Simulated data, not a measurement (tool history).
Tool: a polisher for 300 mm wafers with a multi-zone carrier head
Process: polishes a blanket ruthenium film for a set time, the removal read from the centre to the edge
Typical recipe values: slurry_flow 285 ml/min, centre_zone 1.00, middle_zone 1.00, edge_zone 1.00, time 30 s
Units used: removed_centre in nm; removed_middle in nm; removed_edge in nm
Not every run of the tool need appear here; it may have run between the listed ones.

run,hour,slurry_flow,centre_zone,middle_zone,edge_zone,time,"incoming thickness of the incoming film, nm",removed_centre,removed_middle,removed_edge
1,0.0,285,1.05,1.00,1.00,30,618.7,22.5,20.8,21.7
2,99.3,250,1.12,1.00,1.00,30,626.4,24.0,19.8,21.2
3,157.8,285,1.12,1.00,1.00,39,628.3,31.2,26.9,27.7
4,225.2,315,1.00,1.00,1.12,30,632.5,20.2,20.9,22.0
# hour 240.3: edge zone pressure recalibrated
# hour 258.6: slurry nozzle cleaned
# hour 271.3: centre zone pressure recalibrated
5,288.3,285,1.00,0.91,1.00,30,625.2,21.5,19.3,22.1
6,354.5,285,1.00,1.00,1.00,30,620.9,21.1,21.8,22.1
# hour 366.4: worn pad replaced by a new one
7,448.2,325,0.93,1.00,0.88,30,629.1,19.4,21.8,21.7
# hour 496.1: carrier head's membrane replaced by a new one
8,514.5,315,1.00,1.00,1.00,30,634.9,21.7,22.2,22.2
9,593.3,355,0.92,1.10,1.00,27,630.0,16.9,22.5,20.0
10,643.4,380,1.09,1.00,1.04,27,629.0,22.3,20.0,20.5
11,749.0,285,1.00,1.00,1.00,36,628.3,24.8,25.5,26.4
12,802.3,285,1.00,1.00,1.05,30,624.5,20.4,20.5,21.7
13,842.2,225,1.00,1.00,1.00,30,622.8,19.4,20.4,20.7
14,904.8,285,0.95,1.00,1.00,30,643.6,19.0,20.5,20.9
15,973.3,250,1.12,1.00,1.00,30,628.0,22.1,19.6,20.3
# hour 1014.2: slurry nozzle cleaned
# hour 1030.2: centre zone pressure recalibrated
16,1048.4,350,1.00,1.00,1.00,30,635.2,22.4,22.6,22.7
# hour 1059.4: worn pad replaced by a new one
# hour 1092.5: edge zone pressure recalibrated
17,1109.8,285,1.00,1.00,1.00,30,625.0,21.5,22.1,22.3
18,1168.4,205,0.95,1.00,1.03,21,625.1,13.0,14.7,15.3
19,1239.3,285,1.00,0.96,1.11,30,639.8,20.7,20.8,23.2

The next listed run, before its measurement:
20,1316.8,285,1.00,1.00,1.00,30,620.2,?,?,?

{"run 20": {"removed_centre": 21.2, "removed_middle": 21.4, "removed_edge": 21.9}}
Take away the tool's hidden state, keep the run-to-run variation as it was, and the same run would have given removed_centre 21.5 nm, removed_middle 21.6 nm, removed_edge 22.1 nm.
